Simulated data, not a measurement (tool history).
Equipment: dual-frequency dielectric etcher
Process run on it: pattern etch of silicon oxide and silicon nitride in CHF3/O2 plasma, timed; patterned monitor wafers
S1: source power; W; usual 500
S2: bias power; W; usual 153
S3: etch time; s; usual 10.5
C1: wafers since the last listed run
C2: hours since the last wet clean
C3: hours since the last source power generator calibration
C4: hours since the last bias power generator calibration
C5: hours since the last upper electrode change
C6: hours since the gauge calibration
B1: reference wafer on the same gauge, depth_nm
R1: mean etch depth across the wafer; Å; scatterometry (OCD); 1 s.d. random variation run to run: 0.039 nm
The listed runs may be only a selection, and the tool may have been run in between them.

| run | hour | S1 | S2 | S3 | C1 | C2 | C3 | C4 | C5 | C6 | B1 | R1 |
|---|---|---|---|---|---|---|---|---|---|---|---|---|
| 1 | 0 | 500 | 153 | 10.5 | 0 | 183.8 | 3009.6 | 2960.3 | 5797.7 | 281.4 | 13.82 | 133.3 |
| 2 | 36.6 | 500 | 153 | 10.5 | 883 | 220.4 | 3046.2 | 2996.9 | 5834.3 | 318 | 13.82 | 133.3 |
| 3 | 232.7 | 500 | 153 | 10.5 | 4732 | 416.5 | 3242.3 | 3193 | 6030.4 | 514.1 | 13.82 | 135.4 |
|  | 273.2 | wet clean of the chamber |
| 4 | 273.7 | 500 | 153 | 10.5 | 410 | 0.5 | 3283.3 | 3234 | 6071.4 | 555.1 | 13.79 | 131.3 |
| 5 | 303.6 | 500 | 153 | 10.5 | 721 | 30.4 | 3313.2 | 3263.9 | 6101.3 | 585 | 13.78 | 131.5 |
| 6 | 337.4 | 500 | 153 | 10.5 | 815 | 64.2 | 3347 | 3297.7 | 6135.1 | 618.8 | 13.82 | 132.9 |
|  | 457.8 | upper electrode replaced, of another model than before |
| 7 | 511.2 | 500 | 153 | 10.5 | 3615 | 238 | 3520.8 | 3471.5 | 53.4 | 792.6 | 13.78 | 134 |
| 8 | 566.7 | 500 | 153 | 10.5 | 1339 | 293.5 | 3576.3 | 3527 | 108.9 | 848.1 | 13.79 | 133.6 |
| 9 | 608.2 | 500 | 153 | 10.5 | 1001 | 335 | 3617.8 | 3568.5 | 150.4 | 889.6 | 13.78 | 133.8 |
|  | 681.1 | wet clean of the chamber |
| 10 | 681.6 | 500 | 153 | 10.5 | 1192 | 0.5 | 3691.2 | 3641.9 | 223.8 | 963 | 13.8 | 131.2 |
| 11 | 712.5 | 500 | 134 | 10.5 | 745 | 31.4 | 3722.1 | 3672.8 | 254.7 | 993.9 | 13.82 | 122.1 |
| 12 | 762.2 | 390 | 143 | 11.5 | 1199 | 81.1 | 3771.8 | 3722.5 | 304.4 | 1043.6 | 13.82 | 132.6 |
| 13 | 833.9 | 500 | 153 | 10.5 | 1730 | 152.8 | 3843.5 | 3794.2 | 376.1 | 1115.3 | 13.81 | 132 |
| 14 | 868.2 | 390 | 143 | 11.5 | 827 | 187.1 | 3877.8 | 3828.5 | 410.4 | 1149.6 | 13.79 | 133.6 |
|  | 882.8 | source power generator calibrated |
|  | 908.8 | gauge calibrated |
| 15 | 911.2 | 500 | 170 | 9.5 | 941 | 230.1 | 28.4 | 3871.5 | 453.4 | 2.4 | 13.82 | 127.7 |
|  | 941.5 | bias power generator calibrated |
| 16 | 942 | 430 | 153 | 12.5 | 646 | 260.9 | 59.2 | 0.5 | 484.2 | 33.2 | 13.81 | 153.9 |
|  | 1039.4 | wet clean of the chamber |
| 17 | 1066.1 | 410 | 139 | 10.5 | 2415 | 26.7 | 183.3 | 124.6 | 608.3 | 157.3 | 13.81 | 120.4 |
| 18 | 1102.7 | 500 | 153 | 10.5 | 883 | 63.3 | 219.9 | 161.2 | 644.9 | 193.9 | 13.79 | 132 |
| 19 | 1164 | 500 | 167 | 8.5 | 1479 | 124.6 | 281.2 | 222.5 | 706.2 | 255.2 | 13.8 | 112.1 |
| 20 | 1193.8 | 500 | 175 | 9.5 | 719 | 154.4 | 311 | 252.3 | 736 | 285 | 13.78 | 129.1 |
| 21 | 1259 | 550 | 130 | 8.5 | 1573 | 219.6 | 376.2 | 317.5 | 801.2 | 350.2 | 13.81 | 100.7 |
| 22 | 1285.9 | 500 | 153 | 8 | 649 | 246.5 | 403.1 | 344.4 | 828.1 | 377.1 | 13.8 | 101.5 |
| 23 | 1319.2 | 470 | 133 | 8.5 | 803 | 279.8 | 436.4 | 377.7 | 861.4 | 410.4 | 13.81 | 99.4 |

State the hidden condition of the tool at each of the runs:
source power that arrives over what is set, %: 0 in every run
bias power that arrives over what is set, %: 0 in every run
gauge reads high (%): 0 in every run
H1: etch rate over this chamber's usual, %
| run | H1 |
|---|---|
| 1 | 1.34 |
| 2 | 1.57 |
| 3 | 2.77 |
| 4 | 0.21 |
| 5 | 0.394 |
| 6 | 0.601 |
| 7 | 1.67 |
| 8 | 2.01 |
| 9 | 2.26 |
| 10 | -0.24 |
| 11 | -0.0505 |
| 12 | 0.254 |
| 13 | 0.694 |
| 14 | 0.904 |
| 15 | 1.17 |
| 16 | 1.36 |
| 17 | 0.242 |
| 18 | 0.466 |
| 19 | 0.842 |
| 20 | 1.03 |
| 21 | 1.43 |
| 22 | 1.59 |
| 23 | 1.79 |
